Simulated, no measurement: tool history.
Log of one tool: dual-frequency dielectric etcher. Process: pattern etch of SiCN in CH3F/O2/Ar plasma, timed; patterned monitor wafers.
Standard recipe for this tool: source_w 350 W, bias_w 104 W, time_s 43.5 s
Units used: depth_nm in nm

| run | hour | source_w | bias_w | time_s | wafers since the last listed run | hours since the last wet clean | hours since the last source power generator calibration | hours since the last bias power generator calibration | hours since the last upper electrode change | hours since the gauge calibration | read-back reference wafer on the same gauge, depth_nm | depth_nm |
|---|---|---|---|---|---|---|---|---|---|---|---|---|
| 1 | 0.0 | 350 | 104 | 40.5 | 0 | 0.5 | 3805.8 | 2505.0 | 3460.4 | 1249.2 | 17.01 | 16.97 |
| 2 | 41.7 | 350 | 104 | 40.5 | 590 | 42.2 | 3847.5 | 2546.7 | 3502.1 | 1290.9 | 16.99 | 16.89 |
| 3 | 72.7 | 410 | 104 | 43.5 | 439 | 73.2 | 3878.5 | 2577.7 | 3533.1 | 1321.9 | 17.01 | 19.07 |
|  | 77.1 | gauge calibrated |
| 4 | 103.0 | 410 | 104 | 43.5 | 429 | 103.5 | 3908.8 | 2608.0 | 3563.4 | 25.9 | 17.01 | 19.10 |
| 5 | 142.6 | 410 | 104 | 43.5 | 560 | 143.1 | 3948.4 | 2647.6 | 3603.0 | 65.5 | 17.01 | 18.99 |
| 6 | 175.4 | 350 | 104 | 43.5 | 464 | 175.9 | 3981.2 | 2680.4 | 3635.8 | 98.3 | 17.01 | 17.98 |
| 7 | 229.6 | 350 | 104 | 43.5 | 767 | 230.1 | 4035.4 | 2734.6 | 3690.0 | 152.5 | 16.99 | 18.14 |
| 8 | 255.1 | 400 | 120 | 43.5 | 361 | 255.6 | 4060.9 | 2760.1 | 3715.5 | 178.0 | 17.01 | 19.60 |
| 9 | 441.8 | 350 | 104 | 43.5 | 2644 | 442.3 | 4247.6 | 2946.8 | 3902.2 | 364.7 | 17.00 | 17.97 |
| 10 | 473.3 | 350 | 104 | 43.5 | 446 | 473.8 | 4279.1 | 2978.3 | 3933.7 | 396.2 | 17.00 | 17.99 |
|  | 515.1 | wet clean of the chamber |
| 11 | 515.6 | 350 | 104 | 43.5 | 259 | 0.5 | 4321.4 | 3020.6 | 3976.0 | 438.5 | 17.00 | 18.19 |
| 12 | 543.4 | 350 | 104 | 49.5 | 393 | 28.3 | 4349.2 | 3048.4 | 4003.8 | 466.3 | 17.01 | 20.70 |
| 13 | 574.8 | 350 | 104 | 49.5 | 444 | 59.7 | 4380.6 | 3079.8 | 4035.2 | 497.7 | 17.00 | 20.73 |
| 14 | 630.8 | 350 | 104 | 43.5 | 793 | 115.7 | 4436.6 | 3135.8 | 4091.2 | 553.7 | 16.99 | 18.20 |
| 15 | 682.4 | 350 | 94 | 43.5 | 730 | 167.3 | 4488.2 | 3187.4 | 4142.8 | 605.3 | 17.01 | 17.64 |
| 16 | 735.0 | 280 | 124 | 56.0 | 745 | 219.9 | 4540.8 | 3240.0 | 4195.4 | 657.9 | 17.00 | 22.90 |
|  | 782.9 | upper electrode replaced |
| 17 | 783.6 | 440 | 104 | 52.0 | 348 | 268.5 | 4589.4 | 3288.6 | 0.7 | 706.5 | 17.00 | 23.32 |
| 18 | 825.3 | 350 | 104 | 43.5 | 590 | 310.2 | 4631.1 | 3330.3 | 42.4 | 748.2 | 17.00 | 18.14 |
| 19 | 891.6 | 350 | 104 | 43.5 | 939 | 376.5 | 4697.4 | 3396.6 | 108.7 | 814.5 | 17.00 | 17.98 |
|  | 906.3 | bias power generator calibrated |
| 20 | 1029.6 | 320 | 116 | 37.5 | 1897 | 514.5 | 4835.4 | 123.3 | 246.7 | 952.5 | 17.00 | 15.59 |
|  | 1161.6 | wet clean of the chamber |
| 21 | 1175.8 | 350 | 88 | 43.5 | 1730 | 14.2 | 4981.6 | 269.5 | 392.9 | 1098.7 | 16.99 | 17.43 |
|  | 1211.0 | source power generator calibrated |
| 22 | 1213.5 | 350 | 104 | 33.0 | 477 | 51.9 | 2.5 | 307.2 | 430.6 | 1136.4 | 17.01 | 13.83 |
|  | 1251.0 | gauge calibrated |
| 23 | 1279.0 | 350 | 115 | 43.5 | 927 | 117.4 | 68.0 | 372.7 | 496.1 | 28.0 | 17.01 | 18.58 |
| 24 | 1348.7 | 390 | 82 | 34.0 | 987 | 187.1 | 137.7 | 442.4 | 565.8 | 97.7 | 17.00 | 13.76 |
| 25 | 1382.0 | 350 | 104 | 43.5 | 471 | 220.4 | 171.0 | 475.7 | 599.1 | 131.0 | 17.00 | 18.09 |
| 26 | 1442.3 | 310 | 104 | 43.5 | 854 | 280.7 | 231.3 | 536.0 | 659.4 | 191.3 | 16.99 | 17.43 |
| 27 | 1510.8 | 380 | 104 | 48.5 | 970 | 349.2 | 299.8 | 604.5 | 727.9 | 259.8 | 17.01 | 20.63 |
| 28 | 1535.0 | 350 | 104 | 43.5 | 342 | 373.4 | 324.0 | 628.7 | 752.1 | 284.0 | 17.00 | 18.07 |
| 29 | 1607.0 | 350 | 104 | 43.5 | 1019 | 445.4 | 396.0 | 700.7 | 824.1 | 356.0 | 16.99 | 17.91 |
|  | 1680.0 | wet clean of the chamber |
| 30 | 1680.5 | 350 | 93 | 33.5 | 701 | 0.5 | 469.5 | 774.2 | 897.6 | 429.5 | 17.01 | 13.63 |

Each row is a separate what-if for the run after 30, all from the same tool condition, not one after another. Results?
| A | 1680.9 | 350 | 104 | 43.5 | 5 | 0.9 | 469.9 | 774.6 | 898.0 | 429.9 | ? | ? |
| B | 1680.9 | 290 | 126 | 43.5 | 5 | 0.9 | 469.9 | 774.6 | 898.0 | 429.9 | ? | ? |
| C | 1680.9 | 350 | 91 | 43.5 | 5 | 0.9 | 469.9 | 774.6 | 898.0 | 429.9 | ? | ? |
| D | 1680.9 | 350 | 89 | 43.5 | 5 | 0.9 | 469.9 | 774.6 | 898.0 | 429.9 | ? | ? |

| run | read-back reference wafer on the same gauge, depth_nm | depth_nm |
|---|---|---|
| A | 17.00 | 18.14 |
| B | 17.00 | 18.11 |
| C | 17.00 | 17.52 |
| D | 17.00 | 17.43 |
Had the tool no hidden state, the same runs would have come out as:
| run | depth_nm |
|---|---|
| A | 18.10 |
| B | 18.07 |
| C | 17.49 |
| D | 17.39 |
